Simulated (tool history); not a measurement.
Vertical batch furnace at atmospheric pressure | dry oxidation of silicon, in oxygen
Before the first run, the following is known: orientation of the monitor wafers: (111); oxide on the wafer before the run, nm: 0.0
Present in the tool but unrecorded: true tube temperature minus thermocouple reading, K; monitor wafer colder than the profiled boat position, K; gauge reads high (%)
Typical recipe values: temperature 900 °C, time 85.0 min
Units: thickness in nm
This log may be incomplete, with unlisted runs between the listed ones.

| run | hour | temperature | time | wafers since the last listed run | hours since the last temperature calibration | hours since the boat lift was adjusted | hours since the gauge calibration | read-back reference wafer on the same gauge, thickness | thickness |
|---|---|---|---|---|---|---|---|---|---|
| 1 | 0.0 | 900 | 85.0 | 0 | 5207.0 | 3224.5 | 185.9 | 38.49 | 34.98 |
| 2 | 20.9 | 892 | 72.0 | 227 | 5227.9 | 3245.4 | 206.8 | 38.53 | 28.79 |
| 3 | 31.3 | 900 | 85.0 | 113 | 5238.3 | 3255.8 | 217.2 | 38.51 | 34.97 |
| 4 | 49.7 | 900 | 85.0 | 200 | 5256.7 | 3274.2 | 235.6 | 38.49 | 35.14 |
| 5 | 63.9 | 900 | 85.0 | 154 | 5270.9 | 3288.4 | 249.8 | 38.50 | 35.12 |
| 6 | 119.4 | 900 | 85.0 | 603 | 5326.4 | 3343.9 | 305.3 | 38.49 | 35.05 |
| 7 | 133.6 | 900 | 102.0 | 154 | 5340.6 | 3358.1 | 319.5 | 38.51 | 39.81 |
|  | 140.1 | gauge calibrated |
| 8 | 146.1 | 885 | 85.0 | 136 | 5353.1 | 3370.6 | 6.0 | 38.51 | 30.15 |
| 9 | 155.2 | 885 | 85.0 | 99 | 5362.2 | 3379.7 | 15.1 | 38.52 | 30.11 |
| 10 | 175.9 | 885 | 85.0 | 225 | 5382.9 | 3400.4 | 35.8 | 38.50 | 30.15 |
| 11 | 189.1 | 900 | 85.0 | 143 | 5396.1 | 3413.6 | 49.0 | 38.51 | 35.07 |
|  | 226.9 | thermocouples replaced and temperature profile calibrated |
| 12 | 227.4 | 914 | 85.0 | 155 | 0.5 | 3451.9 | 87.3 | 38.48 | 38.08 |
| 13 | 232.7 | 914 | 85.0 | 57 | 5.8 | 3457.2 | 92.6 | 38.48 | 38.06 |
| 14 | 244.5 | 900 | 97.5 | 128 | 17.6 | 3469.0 | 104.4 | 38.52 | 36.36 |
| 15 | 264.5 | 900 | 97.5 | 217 | 37.6 | 3489.0 | 124.4 | 38.47 | 36.37 |
| 16 | 284.2 | 900 | 97.5 | 214 | 57.3 | 3508.7 | 144.1 | 38.51 | 36.37 |
|  | 311.1 | boat lift adjusted |
| 17 | 311.6 | 900 | 108.5 | 37 | 84.7 | 0.5 | 171.5 | 38.48 | 40.79 |
| 18 | 316.9 | 900 | 108.5 | 57 | 90.0 | 5.8 | 176.8 | 38.51 | 40.77 |
| 19 | 322.1 | 912 | 85.0 | 56 | 95.2 | 11.0 | 182.0 | 38.51 | 38.81 |
| 20 | 327.7 | 879 | 107.0 | 60 | 100.8 | 16.6 | 187.6 | 38.50 | 32.47 |
| 21 | 342.5 | 887 | 49.0 | 161 | 115.6 | 31.4 | 202.4 | 38.50 | 20.49 |
| 22 | 350.4 | 875 | 51.0 | 85 | 123.5 | 39.3 | 210.3 | 38.50 | 18.50 |
| 23 | 366.7 | 900 | 48.5 | 177 | 139.8 | 55.6 | 226.6 | 38.50 | 23.31 |
| 24 | 381.2 | 900 | 85.0 | 157 | 154.3 | 70.1 | 241.1 | 38.51 | 34.37 |
| 25 | 391.1 | 900 | 99.0 | 107 | 164.2 | 80.0 | 251.0 | 38.49 | 38.13 |
| 26 | 406.2 | 916 | 115.5 | 164 | 179.3 | 95.1 | 266.1 | 38.52 | 49.86 |
| 27 | 419.9 | 900 | 85.0 | 149 | 193.0 | 108.8 | 279.8 | 38.51 | 34.33 |
|  | 436.0 | gauge calibrated |
| 28 | 438.3 | 919 | 103.0 | 200 | 211.4 | 127.2 | 2.3 | 38.49 | 47.57 |
| 29 | 456.9 | 907 | 74.0 | 202 | 230.0 | 145.8 | 20.9 | 38.50 | 33.37 |
| 30 | 468.4 | 907 | 43.5 | 125 | 241.5 | 157.3 | 32.4 | 38.50 | 23.08 |
| 31 | 486.5 | 918 | 70.0 | 196 | 259.6 | 175.4 | 50.5 | 38.46 | 35.95 |
| 32 | 500.3 | 923 | 96.5 | 150 | 273.4 | 189.2 | 64.3 | 38.46 | 47.14 |
| 33 | 508.4 | 900 | 97.5 | 88 | 281.5 | 197.3 | 72.4 | 38.50 | 37.65 |
| 34 | 517.3 | 921 | 67.0 | 96 | 290.4 | 206.2 | 81.3 | 38.51 | 35.83 |
| 35 | 530.4 | 908 | 85.0 | 142 | 303.5 | 219.3 | 94.4 | 38.48 | 37.16 |
| 36 | 595.2 | 900 | 97.5 | 705 | 368.3 | 284.1 | 159.2 | 38.50 | 37.61 |
| 37 | 607.7 | 919 | 113.0 | 136 | 380.8 | 296.6 | 171.7 | 38.50 | 50.39 |
| 38 | 619.4 | 900 | 85.0 | 127 | 392.5 | 308.3 | 183.4 | 38.48 | 34.21 |
| 39 | 627.7 | 922 | 85.0 | 90 | 400.8 | 316.6 | 191.7 | 38.50 | 42.64 |

For some of the steps in thickness from one run to the next: how much would appear even if the tool had no hidden state, given the settings, what came in and random variation, and how much remains for the hidden state plus any gauge scatter that the measured result and the result without hidden state don't share?
Run 7 -> 8: temperature 900 -> 885, time 102.0 -> 85.0, gauge calibrated. thickness -9.66 nm: hidden state -0.17, all else -9.49.
Run 11 -> 12: temperature 900 -> 914, thermocouples replaced and temperature profile calibrated. thickness +3.01 nm: hidden state -2.22, all else +5.23.
Run 16 -> 17: time 97.5 -> 108.5, boat lift adjusted. thickness +4.42 nm: hidden state +1.42, all else +3.00.
Run 26 -> 27: temperature 916 -> 900, time 115.5 -> 85.0. thickness -15.53 nm: hidden state +0.03, all else -15.56.
Run 28 -> 29: temperature 919 -> 907, time 103.0 -> 74.0. thickness -14.20 nm: hidden state +0.03, all else -14.23.
Run 37 -> 38: temperature 919 -> 900, time 113.0 -> 85.0. thickness -16.18 nm: hidden state +0.10, all else -16.28.
